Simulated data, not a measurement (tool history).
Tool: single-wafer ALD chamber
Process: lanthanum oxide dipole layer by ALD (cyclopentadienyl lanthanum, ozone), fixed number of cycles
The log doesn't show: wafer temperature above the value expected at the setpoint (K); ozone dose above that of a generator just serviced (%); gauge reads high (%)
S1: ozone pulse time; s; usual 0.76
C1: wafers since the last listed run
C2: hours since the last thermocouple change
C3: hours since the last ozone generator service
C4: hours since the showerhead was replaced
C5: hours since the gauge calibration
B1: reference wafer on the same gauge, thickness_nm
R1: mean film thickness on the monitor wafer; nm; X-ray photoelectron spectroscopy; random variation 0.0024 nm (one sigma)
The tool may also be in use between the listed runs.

run    hour    S1    C1      C2      C3      C4      C5     B1     R1
  1       0  0.76     0   123.6     419  4268.7  1351.3  0.365  0.398
  2    47.1  0.76   863   170.7   466.1  4315.8  1398.4  0.365  0.399
  3    86.9  0.76   729   210.5   505.9  4355.6  1438.2  0.364  0.398
  4   149.9  0.67  1154   273.5   568.9  4418.6  1501.2  0.365  0.366
  5   202.8  0.67   969   326.4   621.8  4471.5  1554.1  0.365  0.369
  6   260.1  0.67  1050   383.7   679.1  4528.8  1611.4  0.365  0.364
  7   319.3  0.76  1085   442.9   738.3    4588  1670.6  0.364  0.386
  8   374.1  0.76  1004   497.7   793.1  4642.8  1725.4  0.365  0.387
  9   419.1  0.76   824   542.7   838.1  4687.8  1770.4  0.365  0.381
 10   486.3  0.76  1231   609.9   905.3    4755  1837.6  0.364  0.387
 11   614.5  0.89  2350   738.1  1033.5  4883.2  1965.8  0.366  0.405
      615.9  -- gauge calibrated
 12   654.7   0.9   736   778.3  1073.7  4923.4    38.8  0.365  0.404
      705.4  -- ozone generator serviced
 13   705.9  0.97   791   829.5     0.5  4974.6      90  0.365  0.445
 14   827.4  0.86  2227     951     122  5096.1   211.5  0.365   0.42
 15   876.7  0.67   903  1000.3   171.3  5145.4   260.8  0.366  0.373
 16   906.3  0.76   542  1029.9   200.9    5175   290.4  0.365  0.401
      959.2  -- thermocouple changed; heater temperature recalibrated
 17   965.9   0.5   945     6.7   260.5  5234.6     350  0.364  0.312
 18  1031.5  0.56  1202    72.3   326.1  5300.2   415.6  0.365  0.332
 19  1063.8  0.52   592   104.6   358.4  5332.5   447.9  0.365  0.318
     1111.1  -- showerhead replaced, of another model than before
 20  1126.7  0.54  1006   167.5   421.3    15.6   510.8  0.365  0.287
 21  1151.4  1.04   452   192.2     446    40.3   535.5  0.366  0.462
 22  1211.5  0.76  1101   252.3   506.1   100.4   595.6  0.366  0.393
 23  1246.7  0.76   645   287.5   541.3   135.6   630.8  0.365  0.391
 24  1295.7  0.63   898   336.5   590.3   184.6   679.8  0.365  0.334
 25  1329.3  0.91   615   370.1   623.9   218.2   713.4  0.366  0.431
 26  1399.3  1.02  1283   440.1   693.9   288.2   783.4  0.364  0.454
 27    1465  0.57  1204   505.8   759.6   353.9   849.1  0.366   0.29
 28  1517.7  0.76   966   558.5   812.3   406.6   901.8  0.365  0.376
 29  1547.8  0.61   551   588.6   842.4   436.7   931.9  0.365  0.307
 30  1604.4  0.84  1037   645.2     899   493.3   988.5  0.365  0.398
 31  1673.8  0.88  1272   714.6   968.4   562.7  1057.9  0.365  0.405
 32  1739.3  0.95  1200   780.1  1033.9   628.2  1123.4  0.365  0.419
 33  1773.9     1   634   814.7  1068.5   662.8    1158  0.364  0.426
 34  1802.8  0.76   529   843.6  1097.4   691.7  1186.9  0.364  0.355

4 ways to go on from here, each from the tool as it stands after run 34. What would each give?
  A  1803.2  0.93   7  844  1097.8  692.1  1187.3   ?   ?
  B  1803.2  1.05   7  844  1097.8  692.1  1187.3   ?   ?
  C  1803.2  0.64   7  844  1097.8  692.1  1187.3   ?   ?
  D  1803.2  0.58   7  844  1097.8  692.1  1187.3   ?   ?

run     B1     R1
  A  0.365  0.409
  B  0.365  0.435
  C  0.365  0.303
  D  0.365   0.27
Without the tool's hidden state the same runs would have given:
run     R1
  A  0.446
  B  0.466
  C  0.349
  D  0.315
